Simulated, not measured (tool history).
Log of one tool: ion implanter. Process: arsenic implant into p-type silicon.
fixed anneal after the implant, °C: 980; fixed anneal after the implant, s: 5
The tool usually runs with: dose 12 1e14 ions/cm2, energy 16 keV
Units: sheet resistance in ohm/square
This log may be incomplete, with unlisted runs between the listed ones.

run    hour   dose  energy  read-back reference wafer on the same gauge, sheet resistance  sheet resistance
  1       0     12    17.5                                                         151.04            153.95
  2    40.6     12    17.5                                                         151.03            153.89
  3    77.2     12    17.5                                                         150.94            153.74
  4   129.2  13.46      16                                                         150.95            156.67
  5   183.6  13.46      16                                                         150.96             156.5
  6   209.9  10.56      13                                                            151            176.81
  7   238.2  10.56      13                                                         150.94            176.44
  8   308.5  10.56      13                                                         150.97            176.34
  9   350.6     12    20.5                                                         150.95            144.05
 10   408.7   14.1      16                                                         150.95            156.21
        453  -- extraction supply calibrated
 11   477.5   14.1      16                                                         150.99            152.87
      507.2  -- gauge calibrated
 12   509.7   14.1      16                                                         151.05            152.49
 13   538.7  10.66      16                                                         151.08            161.07
      555.9  -- Faraday cup replaced and dose calibrated
 14   589.7     12      16                                                         151.04            158.36
 15     624   9.81    14.5                                                         151.09            171.85
 16   675.1     12      16                                                         151.02            158.97
 17   699.5   14.1      16                                                         150.96            154.07
 18   737.7   10.2      12                                                         151.02            181.78
 19   780.5     12    10.5                                                         151.05            186.07
 20   804.9     12      16                                                         150.98             158.8
 21   872.6     12      16                                                         150.98            159.29
 22   941.5     12      16                                                         151.06            158.62
 23   971.9     12    19.5                                                         150.97            146.94
 24  1042.8  14.81    11.5                                                         151.07            175.09
 25  1093.4   9.19    18.5                                                         150.94            161.72
 26  1121.6  13.07    12.5                                                         150.99            172.79
 27  1165.8   9.91      16                                                         151.01            165.57
 28  1215.5  15.59      12                                                         151.01            171.04

A few steps of sheet resistance between consecutive runs. Split each: what settings, incoming material and random variation would produce without the hidden state, and what is left over for the hidden state, along with gauge scatter present in only one of the two compared results (measured, and without hidden state):
The tool's hidden condition here consists of: deviation of the true dose from the Faraday cup's reading, %; deviation of the true energy from its setpoint, %; gauge reads high (%).
Run 8 -> 9: dose 10.56 -> 12, energy 13 -> 20.5. sheet resistance -32.29 ohm/square: hidden state -0.31, all else -31.98.
Run 10 -> 11: extraction supply calibrated. sheet resistance -3.34 ohm/square: hidden state -2.99, all else -0.35.
Run 13 -> 14: dose 10.66 -> 12, Faraday cup replaced and dose calibrated. sheet resistance -2.71 ohm/square: hidden state +2.1, all else -4.81.
Run 23 -> 24: dose 12 -> 14.81, energy 19.5 -> 11.5. sheet resistance +28.15 ohm/square: hidden state +0.14, all else +28.01.
